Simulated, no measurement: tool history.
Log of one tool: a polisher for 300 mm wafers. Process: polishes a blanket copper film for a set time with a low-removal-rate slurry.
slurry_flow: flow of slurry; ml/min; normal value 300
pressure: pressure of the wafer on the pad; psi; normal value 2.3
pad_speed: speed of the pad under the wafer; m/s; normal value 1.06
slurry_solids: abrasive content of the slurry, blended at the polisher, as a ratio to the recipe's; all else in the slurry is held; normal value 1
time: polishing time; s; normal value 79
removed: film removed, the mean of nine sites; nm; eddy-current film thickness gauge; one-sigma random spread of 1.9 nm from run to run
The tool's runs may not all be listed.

run	hour	slurry_flow	pressure	pad_speed	slurry_solids	time	incoming thickness of the incoming film, nm	removed
1	0	300	2.3	0.82	1	90	1138.4	204.7
2	34.3	300	2.3	0.82	1	90	1153.5	203.1
3	68.7	300	2.3	0.82	1	90	1136.8	198.8
4	100.8	300	2.3	1.06	1.05	79	1133.9	227.6
5	123.9	300	2.3	1.06	1	79	1130.6	218
6	137.5	300	2.3	1.06	1	79	1136.4	217.5
7	149.6	300	2.3	1.06	1	79	1131.7	215.8
8	167.2	300	2.6	1.06	1.15	79	1120.7	248
# hour 187.4: worn pad replaced by a new one
9	193.3	300	2.6	1.06	1.15	79	1135	261.8
10	222.7	300	2.9	1.06	1	71	1122	254.7
11	252.2	300	2.6	1.06	1.15	79	1117.9	255.2
# hour 264.9: head pressure recalibrated
12	281.1	300	2.3	1.06	1.2	79	1130	224.9
13	311.7	300	2.3	1.06	1	79	1131.8	219.8
14	330.1	300	2.3	1.06	1.25	79	1132.2	224.1
15	345.8	255	2.9	1.06	1	79	1120.7	265
# hour 358.5: worn pad replaced by a new one
16	378	395	2.9	1.42	1	79	1121.8	384.2
# hour 379.3: slurry nozzle cleaned
17	396.9	300	2.3	1.32	0.75	79	1124.1	264
18	426.2	300	2.3	1.06	1	79	1133.5	220.4
# hour 451.4: slurry blender recalibrated
19	506.6	300	2.3	1.06	1	79	1131.5	223.4
20	526.5	300	2.3	1.06	1	79	1145.6	215.1
# hour 549.1: worn pad replaced by a new one
21	555.5	220	2.3	0.86	1	79	1143.6	182.9
22	579	300	2.3	0.82	1	90	1135	200.3
23	606	300	2.3	1.06	1	79	1154	229.4
24	629.4	300	2.3	1.06	1	79	1136.6	222.2
25	641.5	300	2.6	1.22	1	98	1123.8	361.6
# hour 658.7: head pressure recalibrated
26	672.7	300	3.1	1.06	1	95	1115.1	360.4
27	690.7	300	1.6	1.26	1	79	1136.1	179.2
28	706.9	300	2.3	1.06	1	71	1131.6	193.7
# hour 725.4: slurry nozzle cleaned
29	744.9	300	2.6	1.42	1	79	1126.5	318.6

Forecast each of these 5 alternatives for the next run:
A	745.3	300	2.3	0.92	1	79	1127.2	?
B	745.3	300	2.3	0.76	1.25	79	1127.2	?
C	745.3	300	2.3	0.72	1	79	1127.2	?
D	745.3	220	1.8	1.24	0.8	79	1127.2	?
E	745.3	300	2	1.06	0.9	79	1127.2	?

run	removed
A	181
B	154.8
C	141.7
D	178.3
E	178.6
Had the tool no hidden state, the same runs would have come out as:
run	removed
A	205.6
B	176
C	160.9
D	202.3
E	202.8
